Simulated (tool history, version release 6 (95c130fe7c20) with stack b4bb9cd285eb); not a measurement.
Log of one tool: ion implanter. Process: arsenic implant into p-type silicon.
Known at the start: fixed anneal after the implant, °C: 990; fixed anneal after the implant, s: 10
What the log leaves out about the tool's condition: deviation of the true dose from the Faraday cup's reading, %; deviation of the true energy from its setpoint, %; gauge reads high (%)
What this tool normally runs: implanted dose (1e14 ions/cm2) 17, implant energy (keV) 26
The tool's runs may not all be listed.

| run | day | implanted dose (1e14 ions/cm2) | implant energy (keV) | wafers since the last listed run | hours since the last dose calibration | hours since the extraction supply was calibrated | hours since the gauge calibration | read-back reference wafer on the same gauge, sheet resistance | sheet resistance of the implanted and annealed layer (ohm/square) |
|---|---|---|---|---|---|---|---|---|---|
| 1 | 0 | 18.67 | 19 | 0 | 1642.5 | 2776.2 | 509.1 | 117.97 | 129.66 |
| 2 | 0.462 | 18.67 | 19 | 237 | 1653.6 | 2787.3 | 520.2 | 117.96 | 128.93 |
| 3 | 1.1 | 17 | 26 | 327 | 1668.9 | 2802.6 | 535.5 | 118.15 | 113.62 |
| 4 | 1.617 | 17 | 26 | 265 | 1681.3 | 2815 | 547.9 | 118.11 | 114.92 |
|  | 2.038 | Faraday cup replaced and dose calibrated |
| 5 | 2.058 | 17 | 26 | 55 | 0.5 | 2825.6 | 558.5 | 117.89 | 113.79 |
| 6 | 2.483 | 17 | 23 | 218 | 10.7 | 2835.8 | 568.7 | 117.92 | 120.97 |
| 7 | 2.992 | 17 | 26 | 261 | 22.9 | 2848 | 580.9 | 117.91 | 113.22 |
| 8 | 3.383 | 17 | 26 | 201 | 32.3 | 2857.4 | 590.3 | 118.03 | 112.29 |
| 9 | 4.112 | 17 | 26 | 374 | 49.8 | 2874.9 | 607.8 | 117.88 | 113.41 |
| 10 | 4.75 | 19.45 | 26 | 327 | 65.1 | 2890.2 | 623.1 | 117.99 | 110.64 |
| 11 | 5.304 | 19.45 | 26 | 284 | 78.4 | 2903.5 | 636.4 | 118.05 | 109.88 |
| 12 | 5.846 | 19.45 | 26 | 278 | 91.4 | 2916.5 | 649.4 | 117.97 | 110.95 |
| 13 | 6.596 | 17 | 26 | 385 | 109.4 | 2934.5 | 667.4 | 117.96 | 113.88 |
|  | 7.471 | gauge calibrated |
| 14 | 7.779 | 21.9 | 28.5 | 608 | 137.8 | 2962.9 | 7.4 | 118.1 | 103.79 |
| 15 | 8.362 | 21.26 | 26 | 299 | 151.8 | 2976.9 | 21.4 | 118.07 | 109.3 |
| 16 | 9.017 | 17 | 26 | 336 | 167.5 | 2992.6 | 37.1 | 118.03 | 113.36 |
| 17 | 9.562 | 20.34 | 26 | 280 | 180.6 | 3005.7 | 50.2 | 118.1 | 109.49 |
| 18 | 10.038 | 17 | 26 | 244 | 192 | 3017.1 | 61.6 | 117.97 | 112.35 |
| 19 | 10.329 | 21.77 | 26 | 149 | 199 | 3024.1 | 68.6 | 118.06 | 108.42 |
| 20 | 10.917 | 21.77 | 26 | 301 | 213.1 | 3038.2 | 82.7 | 118.04 | 108.34 |
| 21 | 11.558 | 19.18 | 17 | 329 | 228.5 | 3053.6 | 98.1 | 117.97 | 135.15 |
| 22 | 11.921 | 17 | 26 | 186 | 237.2 | 3062.3 | 106.8 | 117.94 | 112.78 |
| 23 | 12.55 | 22.03 | 18.5 | 323 | 252.3 | 3077.4 | 121.9 | 118.03 | 127.37 |
| 24 | 14.471 | 13.51 | 23 | 987 | 298.4 | 3123.5 | 168 | 117.93 | 126.52 |
|  | 15.638 | extraction supply calibrated |
| 25 | 15.721 | 14.26 | 29 | 471 | 328.4 | 2 | 198 | 117.98 | 113.51 |
| 26 | 16.417 | 14.23 | 29 | 357 | 345.1 | 18.7 | 214.7 | 118 | 112.3 |
| 27 | 16.983 | 17 | 26 | 291 | 358.7 | 32.3 | 228.3 | 117.95 | 112.95 |
| 28 | 17.633 | 21.95 | 19.5 | 334 | 374.3 | 47.9 | 243.9 | 117.95 | 124.36 |
| 29 | 18.304 | 12.67 | 29 | 344 | 390.4 | 64 | 260 | 117.94 | 118.53 |
| 30 | 18.646 | 17 | 19.5 | 175 | 398.6 | 72.2 | 268.2 | 118.11 | 130.04 |
| 31 | 19.079 | 17 | 26 | 222 | 409 | 82.6 | 278.6 | 117.98 | 112.56 |
| 32 | 19.783 | 17 | 33 | 361 | 425.9 | 99.5 | 295.5 | 117.91 | 101.76 |
| 33 | 20.088 | 17 | 30.5 | 156 | 433.2 | 106.8 | 302.8 | 117.95 | 105.37 |
| 34 | 20.821 | 18.74 | 26 | 376 | 450.8 | 124.4 | 320.4 | 117.96 | 110.46 |
| 35 | 21.196 | 21.52 | 21 | 192 | 459.8 | 133.4 | 329.4 | 117.89 | 121.06 |
| 36 | 21.517 | 17 | 26 | 164 | 467.5 | 141.1 | 337.1 | 118.09 | 113.07 |
| 37 | 22.154 | 19.79 | 20.5 | 327 | 482.8 | 156.4 | 352.4 | 117.95 | 124.58 |
| 38 | 22.554 | 17 | 26 | 205 | 492.4 | 166 | 362 | 117.97 | 113.47 |

How the hidden state differs across the entries between the runs, from the last listed run before each to the first after it:
After run 4, before run 5: Faraday cup replaced and dose calibrated (day 2.038)
  no difference in the tool's unlogged condition between these two runs
After run 13, before run 14: gauge calibrated (day 7.471)
  no difference in the tool's unlogged condition between these two runs
After run 24, before run 25: extraction supply calibrated (day 15.638)
  no difference in the tool's unlogged condition between these two runs

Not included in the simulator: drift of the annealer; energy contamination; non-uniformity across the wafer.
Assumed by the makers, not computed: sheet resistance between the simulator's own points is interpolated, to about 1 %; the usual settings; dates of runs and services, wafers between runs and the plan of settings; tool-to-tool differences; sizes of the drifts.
